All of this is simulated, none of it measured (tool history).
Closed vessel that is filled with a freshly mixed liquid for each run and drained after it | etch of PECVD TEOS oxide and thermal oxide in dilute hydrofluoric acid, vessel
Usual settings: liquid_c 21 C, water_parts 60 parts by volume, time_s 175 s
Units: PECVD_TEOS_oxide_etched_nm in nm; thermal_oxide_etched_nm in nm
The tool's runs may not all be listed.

| run | hour | liquid_c | water_parts | time_s | wafers since the last listed run | hours since the thermometer was replaced | hours since the hydrofluoric acid flow meter was replaced | hours since the gauge calibration | read-back film thickness of the PECVD TEOS oxide reference wafer, read on the same gauge (nm) | read-back film thickness of the thermal oxide reference wafer, read on the same gauge (nm) | PECVD_TEOS_oxide_etched_nm | thermal_oxide_etched_nm |
|---|---|---|---|---|---|---|---|---|---|---|---|---|
| 1 | 0 | 21 | 60 | 175 | 0 | 927.7 | 1370.4 | 1272.5 | 80.01 | 50.01 | 43.81 | 11.24 |
| 2 | 47.5 | 21 | 60 | 175 | 5984 | 975.2 | 1417.9 | 1320 | 79.99 | 49.98 | 43.35 | 11.14 |
| 3 | 132.9 | 21 | 60 | 175 | 10760 | 1060.6 | 1503.3 | 1405.4 | 79.98 | 50 | 43.81 | 11.14 |
|  | 174.8 | hydrofluoric acid flow meter replaced |
| 4 | 234.9 | 21 | 60 | 175 | 12725 | 1162.6 | 60.1 | 1507.4 | 80.02 | 50.02 | 45.46 | 11.75 |
| 5 | 320.5 | 21 | 60 | 175 | 10785 | 1248.2 | 145.7 | 1593 | 79.99 | 50.04 | 45.52 | 11.69 |
| 6 | 377.8 | 21 | 60 | 175 | 7219 | 1305.5 | 203 | 1650.3 | 80 | 50 | 45.72 | 11.71 |
|  | 433.4 | thermometer replaced |
| 7 | 433.9 | 21 | 60 | 175 | 6942 | 0.5 | 259.1 | 1706.4 | 80 | 49.99 | 45.93 | 11.65 |
| 8 | 477.2 | 17.5 | 45 | 250 | 5455 | 43.8 | 302.4 | 1749.7 | 80.02 | 50 | 74.77 | 19.57 |
| 9 | 566.8 | 25 | 75 | 200 | 11289 | 133.4 | 392 | 1839.3 | 79.98 | 50.02 | 46.95 | 12.31 |
| 10 | 782.9 | 21 | 60 | 85 | 27227 | 349.5 | 608.1 | 2055.4 | 79.98 | 50.01 | 21.59 | 5.62 |
|  | 859.9 | gauge calibrated |
| 11 | 885.5 | 23.5 | 85 | 275 | 12927 | 452.1 | 710.7 | 25.6 | 79.99 | 49.98 | 53.33 | 13.62 |
| 12 | 981.5 | 18 | 60 | 270 | 12095 | 548.1 | 806.7 | 121.6 | 79.99 | 49.99 | 60.57 | 15.42 |
| 13 | 1024.2 | 24.5 | 90 | 270 | 5380 | 590.8 | 849.4 | 164.3 | 79.99 | 50.03 | 50.41 | 13.14 |
| 14 | 1110.4 | 17.5 | 80 | 150 | 10860 | 677 | 935.6 | 250.5 | 79.99 | 49.99 | 24.03 | 6.15 |
| 15 | 1198.4 | 21 | 60 | 175 | 11087 | 765 | 1023.6 | 338.5 | 79.98 | 50.02 | 44.64 | 11.4 |
| 16 | 1306.1 | 21 | 60 | 175 | 13569 | 872.7 | 1131.3 | 446.2 | 79.98 | 49.98 | 44.06 | 11.35 |
| 17 | 1348.1 | 18 | 60 | 220 | 5291 | 914.7 | 1173.3 | 488.2 | 80.03 | 50 | 48.62 | 12.4 |
| 18 | 1454.7 | 17 | 40 | 75 | 13431 | 1021.3 | 1279.9 | 594.8 | 80.01 | 50.02 | 24.51 | 6.22 |
| 19 | 1506.4 | 21 | 60 | 175 | 6514 | 1073 | 1331.6 | 646.5 | 79.98 | 50 | 43.21 | 11.24 |
| 20 | 1576.9 | 21 | 60 | 175 | 8882 | 1143.5 | 1402.1 | 717 | 80.01 | 49.99 | 43.4 | 11.15 |
| 21 | 1652.2 | 21 | 60 | 175 | 9487 | 1218.8 | 1477.4 | 792.3 | 80.01 | 50.02 | 43.34 | 11.17 |
|  | 1692.9 | thermometer replaced |
| 22 | 1753.4 | 17 | 90 | 110 | 12624 | 60.5 | 1578.6 | 893.5 | 80 | 50.04 | 14.72 | 3.82 |
| 23 | 1790.9 | 25 | 60 | 70 | 4724 | 98 | 1616.1 | 931 | 80.01 | 49.97 | 20.31 | 5.2 |
|  | 1807.2 | hydrofluoric acid flow meter replaced |
| 24 | 1890.1 | 17 | 30 | 205 | 12372 | 197.2 | 82.9 | 1030.2 | 80.02 | 50 | 92.57 | 24.17 |
| 25 | 1946.9 | 21 | 60 | 175 | 7156 | 254 | 139.7 | 1087 | 79.99 | 50.02 | 45.6 | 11.76 |

5 ways to go on from here, each from the tool as it stands after run 25. What would each give?
| A | 1947.6 | 17 | 60 | 175 | 88 | 254.7 | 140.4 | 1087.7 | ? | ? | ? | ? |
| B | 1947.6 | 18 | 60 | 235 | 88 | 254.7 | 140.4 | 1087.7 | ? | ? | ? | ? |
| C | 1947.6 | 17.5 | 50 | 80 | 88 | 254.7 | 140.4 | 1087.7 | ? | ? | ? | ? |
| D | 1947.6 | 24.5 | 80 | 175 | 88 | 254.7 | 140.4 | 1087.7 | ? | ? | ? | ? |
| E | 1947.6 | 19 | 50 | 175 | 88 | 254.7 | 140.4 | 1087.7 | ? | ? | ? | ? |

| run | read-back film thickness of the PECVD TEOS oxide reference wafer, read on the same gauge (nm) | read-back film thickness of the thermal oxide reference wafer, read on the same gauge (nm) | PECVD_TEOS_oxide_etched_nm | thermal_oxide_etched_nm |
|---|---|---|---|---|
| A | 79.97 | 50.01 | 38.35 | 9.9 |
| B | 79.97 | 50.01 | 53.76 | 13.87 |
| C | 79.97 | 50.01 | 21.74 | 5.61 |
| D | 79.97 | 50.01 | 38.37 | 9.9 |
| E | 79.97 | 50.01 | 50.74 | 13.09 |
Without the tool's hidden state the same runs would have given:
| run | PECVD_TEOS_oxide_etched_nm | thermal_oxide_etched_nm |
|---|---|---|
| A | 38.71 | 9.99 |
| B | 54.26 | 14 |
| C | 21.94 | 5.66 |
| D | 38.73 | 9.99 |
| E | 51.2 | 13.21 |
